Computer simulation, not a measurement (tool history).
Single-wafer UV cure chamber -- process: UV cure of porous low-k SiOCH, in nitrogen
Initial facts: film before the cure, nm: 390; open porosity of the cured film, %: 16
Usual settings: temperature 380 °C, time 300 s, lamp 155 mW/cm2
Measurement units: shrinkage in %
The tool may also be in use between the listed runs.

run    hour  temperature  time  lamp  wafers since the last listed run  hours since the UV bulbs were replaced  wafers since the quartz window was cleaned  shrinkage
  1     0.0          380   300   146                                 0                                   634.8                                        2086     12.938
  2    87.8          380   300   146                               557                                   722.6                                        2643     12.883
  3   173.8          380   300   146                               545                                   808.6                                        3189     12.775
  4   210.4          380   300   155                               232                                   845.2                                        3422     13.259
  5   296.2          380   300   155                               544                                   931.0                                        3966     13.189
  6   389.6          380   300   155                               592                                  1024.4                                        4559     13.116
      405.0  -- quartz window cleaned
  7   686.8          380   300   155                              1835                                  1321.6                                        1788     13.179
  8   792.0          380   300   155                               667                                  1426.8                                        2456     13.181
  9   861.8          380   300   155                               443                                  1496.6                                        2899     12.911
 10   903.3          380   195   155                               263                                  1538.1                                        3163     11.233
 11   964.6          380   195   155                               389                                  1599.4                                        3552     11.028
     1075.4  -- quartz window cleaned
 12  1170.5          380   195   155                              1256                                  1805.3                                         603     11.029
 13  1254.0          380   300   155                               530                                  1888.8                                        1133     12.874
 14  1318.1          369   300   155                               406                                  1952.9                                        1540     12.754
 15  1375.2          369   300   155                               362                                  2010.0                                        1902     12.650
 16  1436.3          369   300   155                               387                                  2071.1                                        2290     12.619
 17  1502.2          380   300   131                               418                                  2137.0                                        2709     12.054
 18  1551.2          380   300   131                               311                                  2186.0                                        3020     12.183
 19  1635.9          380   300   142                               537                                  2270.7                                        3557     12.421
 20  1677.3          380   300   155                               262                                  2312.1                                        3820     12.757
 21  1773.6          380   220   155                               611                                  2408.4                                        4431     11.347
     1855.2  -- quartz window cleaned
     1867.2  -- UV bulbs replaced
 22  1875.3          380   220   155                               544                                     8.1                                          77     11.036
 23  1938.3          380   395   155                               399                                    71.1                                         477     13.362
 24  2045.5          380   145   155                               680                                   178.3                                        1157      8.896
 25  2098.6          380   300   155                               337                                   231.4                                        1494     12.204
 26  2172.2          393   450   179                               467                                   305.0                                        1961     14.873
 27  2234.0          380   300   155                               392                                   366.8                                        2354     12.011
 28  2275.1          380   300   155                               260                                   407.9                                        2614     12.205
     2324.2  -- UV bulbs replaced, repeated, since the last time left the tool worse
 29  2333.1          393   415   191                               317                                     8.9                                        2932     16.076
 30  2401.9          380   195   155                               436                                    77.7                                        3369     11.291
 31  2503.0          380   300   155                               641                                   178.8                                        4010     13.409
     2517.9  -- quartz window cleaned
 32  2556.7          373   245   121                               290                                   232.5                                         246     11.484
 33  2641.4          374   250   129                               537                                   317.2                                         783     11.556
 34  2719.3          396   195   139                               494                                   395.1                                        1278     11.098
 35  2815.4          395   390   137                               610                                   491.2                                        1888     14.400
 36  2899.9          368   300   190                               536                                   575.7                                        2424     14.103
 37  2992.8          397   470   143                               589                                   668.6                                        3014     15.391
 38  3080.8          394   205   144                               558                                   756.6                                        3572     11.447
 39  3127.3          395   390   137                               295                                   803.1                                        3868     14.209
     3203.3  -- quartz window cleaned
 40  3224.6          380   190   181                               566                                   900.4                                         135     11.930
 41  3277.7          380   300   155                               337                                   953.5                                         472     13.369
 42  3320.8          380   300   155                               273                                   996.6                                         745     13.140
 43  3370.6          366   200   173                               316                                  1046.4                                        1061     11.485
 44  3436.7          362   155   175                               419                                  1112.5                                        1481     10.558
 45  3526.8          365   300   116                               571                                  1202.6                                        2053     11.764
 46  3591.8          380   195   155                               412                                  1267.6                                        2465     11.342
 47  3687.9          380   300   194                               610                                  1363.7                                        3075     14.258

What if the next run were any one of these 5? Each begins from the tool's condition after run 47:
  A  3688.4          380   230   155                                 3                                  1364.2                                        3079          ?
  B  3688.4          393   300   168                                 3                                  1364.2                                        3079          ?
  C  3688.4          368   205   130                                 3                                  1364.2                                        3079          ?
  D  3688.4          394   300   184                                 3                                  1364.2                                        3079          ?
  E  3688.4          366   350   167                                 3                                  1364.2                                        3079          ?

run  shrinkage
  A     12.091
  B     13.920
  C     10.580
  D     14.362
  E     14.096
With the hidden condition removed and each run's random variation left untouched, the same runs would have given:
run  shrinkage
  A     12.273
  B     14.107
  C     10.755
  D     14.551
  E     14.284
